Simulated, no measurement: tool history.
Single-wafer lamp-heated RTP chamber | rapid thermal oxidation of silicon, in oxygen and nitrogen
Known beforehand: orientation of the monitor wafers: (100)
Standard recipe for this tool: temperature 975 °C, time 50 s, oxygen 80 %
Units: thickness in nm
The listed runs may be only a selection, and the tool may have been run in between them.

| run | day | temperature | time | oxygen | read-back reference wafer on the same gauge, thickness | thickness |
|---|---|---|---|---|---|---|
| 1 | 0 | 975 | 50 | 93 | 3.229 | 4.214 |
| 2 | 2.371 | 975 | 50 | 93 | 3.23 | 4.216 |
| 3 | 4.054 | 975 | 50 | 93 | 3.231 | 4.218 |
| 4 | 6.425 | 975 | 66 | 80 | 3.229 | 4.517 |
|  | 8.167 | pyrometer window cleaned and pyrometer calibrated |
| 5 | 8.188 | 975 | 66 | 80 | 3.23 | 4.457 |
| 6 | 10.942 | 975 | 66 | 80 | 3.229 | 4.472 |
| 7 | 13.233 | 975 | 50 | 67 | 3.23 | 3.779 |
| 8 | 15.754 | 975 | 50 | 96 | 3.229 | 4.255 |
| 9 | 17.521 | 975 | 50 | 80 | 3.23 | 4.01 |
| 10 | 20.304 | 975 | 50 | 80 | 3.231 | 4.027 |
| 11 | 22.7 | 975 | 50 | 80 | 3.23 | 4.021 |
| 12 | 24.562 | 975 | 50 | 80 | 3.229 | 4.02 |
|  | 26.938 | pyrometer window cleaned and pyrometer calibrated |
| 13 | 26.958 | 975 | 50 | 80 | 3.231 | 3.962 |
| 14 | 28.429 | 975 | 50 | 80 | 3.23 | 3.983 |
|  | 30.688 | gauge calibrated |
| 15 | 30.958 | 975 | 50 | 80 | 3.23 | 3.998 |
|  | 33.342 | oxygen flow controller replaced |
| 16 | 33.362 | 975 | 50 | 98 | 3.23 | 4.266 |
| 17 | 34.671 | 988 | 35 | 98 | 3.23 | 4.049 |
| 18 | 36.242 | 975 | 64 | 80 | 3.23 | 4.454 |
| 19 | 39.05 | 975 | 50 | 80 | 3.23 | 4.007 |
| 20 | 40.921 | 997 | 50 | 80 | 3.23 | 4.691 |
| 21 | 42.075 | 975 | 38 | 70 | 3.23 | 3.459 |
| 22 | 44.171 | 948 | 50 | 80 | 3.231 | 3.348 |
|  | 45.712 | pyrometer window cleaned and pyrometer calibrated |
| 23 | 46.904 | 953 | 69 | 80 | 3.231 | 3.881 |
| 24 | 48.862 | 959 | 50 | 80 | 3.23 | 3.58 |

Run 25 is up next; what results do you expect?
| 25 | 50.721 | 949 | 50 | 98 | ? | ? |

read-back reference wafer on the same gauge, thickness: 3.23
thickness: 3.556 nm
With no hidden state in the tool, this same run would have given thickness 3.53 nm.
